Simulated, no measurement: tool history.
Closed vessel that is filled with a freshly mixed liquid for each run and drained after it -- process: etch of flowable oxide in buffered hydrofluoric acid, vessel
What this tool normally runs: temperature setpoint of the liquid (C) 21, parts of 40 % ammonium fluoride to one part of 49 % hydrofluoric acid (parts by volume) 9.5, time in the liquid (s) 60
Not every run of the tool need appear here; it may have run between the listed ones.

run     day  temperature setpoint of the liquid (C)  parts of 40 % ammonium fluoride to one part of 49 % hydrofluoric acid (parts by volume)  time in the liquid (s)  wafers since the last listed run  hours since the thermometer was replaced  hours since the hydrofluoric acid flow meter was replaced  hours since the gauge calibration  read-back film thickness of the flowable oxide reference wafer, read on the same gauge (nm)  thickness taken off the flowable oxide on a monitor wafer (Å)
  1       0                                      21                                                                                      9.5                      60                                 0                                     894.3                                                     1419.6                              153.5                                                                                        50.02                                                         1683.8
  2   1.412                                      21                                                                                      9.5                      60                              4539                                     928.2                                                     1453.5                              187.4                                                                                           50                                                         1685.1
      1.867  -- gauge calibrated
  3   2.058                                    23.5                                                                                      9.5                      60                              2075                                     943.7                                                       1469                                4.6                                                                                        50.02                                                         1939.3
  4   2.438                                      21                                                                                     11.5                      60                              1218                                     952.8                                                     1478.1                               13.7                                                                                        50.02                                                         1416.1
  5   2.692                                      21                                                                                     11.5                      60                               816                                     958.9                                                     1484.2                               19.8                                                                                        49.99                                                         1416.4
  6   3.342                                      21                                                                                      9.5                      60                              2088                                     974.5                                                     1499.8                               35.4                                                                                        49.97                                                         1686.8
  7   4.038                                      21                                                                                      9.5                      60                              2236                                     991.2                                                     1516.5                               52.1                                                                                           50                                                         1687.2
  8   4.388                                      21                                                                                      9.5                      60                              1124                                     999.6                                                     1524.9                               60.5                                                                                        50.02                                                         1663.7
  9   4.833                                      21                                                                                      9.5                      70                              1432                                    1010.3                                                     1535.6                               71.2                                                                                        49.98                                                           1953
 10   5.312                                      21                                                                                      9.5                      70                              1539                                    1021.8                                                     1547.1                               82.7                                                                                        49.97                                                         1942.9
 11   5.842                                      21                                                                                      9.5                      60                              1700                                    1034.5                                                     1559.8                               95.4                                                                                        50.02                                                         1690.8
      5.958  -- thermometer replaced
 12    6.45                                      21                                                                                      9.5                      60                              1821                                      11.8                                                     1574.4                                110                                                                                           50                                                         1656.6
 13   6.833                                      21                                                                                      9.5                      60                              1231                                        21                                                     1583.6                              119.2                                                                                        49.97                                                         1692.8
 14   7.467                                      21                                                                                       11                      60                              2035                                      36.2                                                     1598.8                              134.4                                                                                        50.01                                                         1501.8
 15   8.088                                    25.5                                                                                      9.5                      95                              1995                                      51.1                                                     1613.7                              149.3                                                                                           50                                                         3476.3
 16   8.779                                      17                                                                                      9.5                      60                              2222                                      67.7                                                     1630.3                              165.9                                                                                        49.99                                                         1345.9
 17     9.1                                      21                                                                                      9.5                      60                              1031                                      75.4                                                       1638                              173.6                                                                                        49.99                                                         1683.8
      9.529  -- hydrofluoric acid flow meter replaced
 18  10.221                                      21                                                                                      9.5                      70                              3468                                     102.3                                                       16.6                              200.5                                                                                           50                                                         1980.2
 19  10.904                                      21                                                                                      9.5                      60                              2196                                     118.7                                                         33                              216.9                                                                                           50                                                         1715.8
     10.938  -- gauge calibrated
 20  11.308                                      19                                                                                        7                      90                              1298                                     128.4                                                       42.7                                8.9                                                                                           50                                                           3067
 21   11.95                                      21                                                                                       11                      35                              2062                                     143.8                                                       58.1                               24.3                                                                                           50                                                          871.3
 22  12.375                                    17.5                                                                                     11.5                      50                              1365                                       154                                                       68.3                               34.5                                                                                        49.99                                                          978.4
 23  12.725                                    17.5                                                                                     13.5                      70                              1124                                     162.4                                                       76.7                               42.9                                                                                           50                                                         1153.7
 24  13.042                                      21                                                                                      9.5                      60                              1017                                       170                                                       84.3                               50.5                                                                                           50                                                         1690.4
 25    13.4                                    25.5                                                                                       12                      80                              1151                                     178.6                                                       92.9                               59.1                                                                                           50                                                         2304.6
 26  13.725                                      17                                                                                      9.5                      85                              1044                                     186.4                                                      100.7                               66.9                                                                                        49.99                                                         1893.5
 27  14.104                                    18.5                                                                                     13.5                      80                              1218                                     195.5                                                      109.8                                 76                                                                                        49.99                                                         1384.3
 28    14.5                                      24                                                                                       13                      85                              1272                                       205                                                      119.3                               85.5                                                                                        49.99                                                         2117.6

Here are 4 independent what-if runs from the current tool condition. What would each one return?
  A  14.529                                      21                                                                                      9.5                      95                                93                                     205.7                                                        120                               86.2                                                                                            ?                                                              ?
  B  14.529                                      21                                                                                       13                      60                                93                                     205.7                                                        120                               86.2                                                                                            ?                                                              ?
  C  14.529                                    18.5                                                                                      9.5                      35                                93                                     205.7                                                        120                               86.2                                                                                            ?                                                              ?
  D  14.529                                      21                                                                                        8                      60                                93                                     205.7                                                        120                               86.2                                                                                            ?                                                              ?

run  read-back film thickness of the flowable oxide reference wafer, read on the same gauge (nm)  thickness taken off the flowable oxide on a monitor wafer (Å)
  A                                                                                        49.98                                                         2699.7
  B                                                                                        49.98                                                         1277.7
  C                                                                                        49.98                                                          864.5
  D                                                                                        49.98                                                         2004.6
What these runs would have given with no unlogged condition in the tool:
run  thickness taken off the flowable oxide on a monitor wafer (Å)
  A                                                         2699.7
  B                                                         1277.7
  C                                                          864.5
  D                                                         2004.6
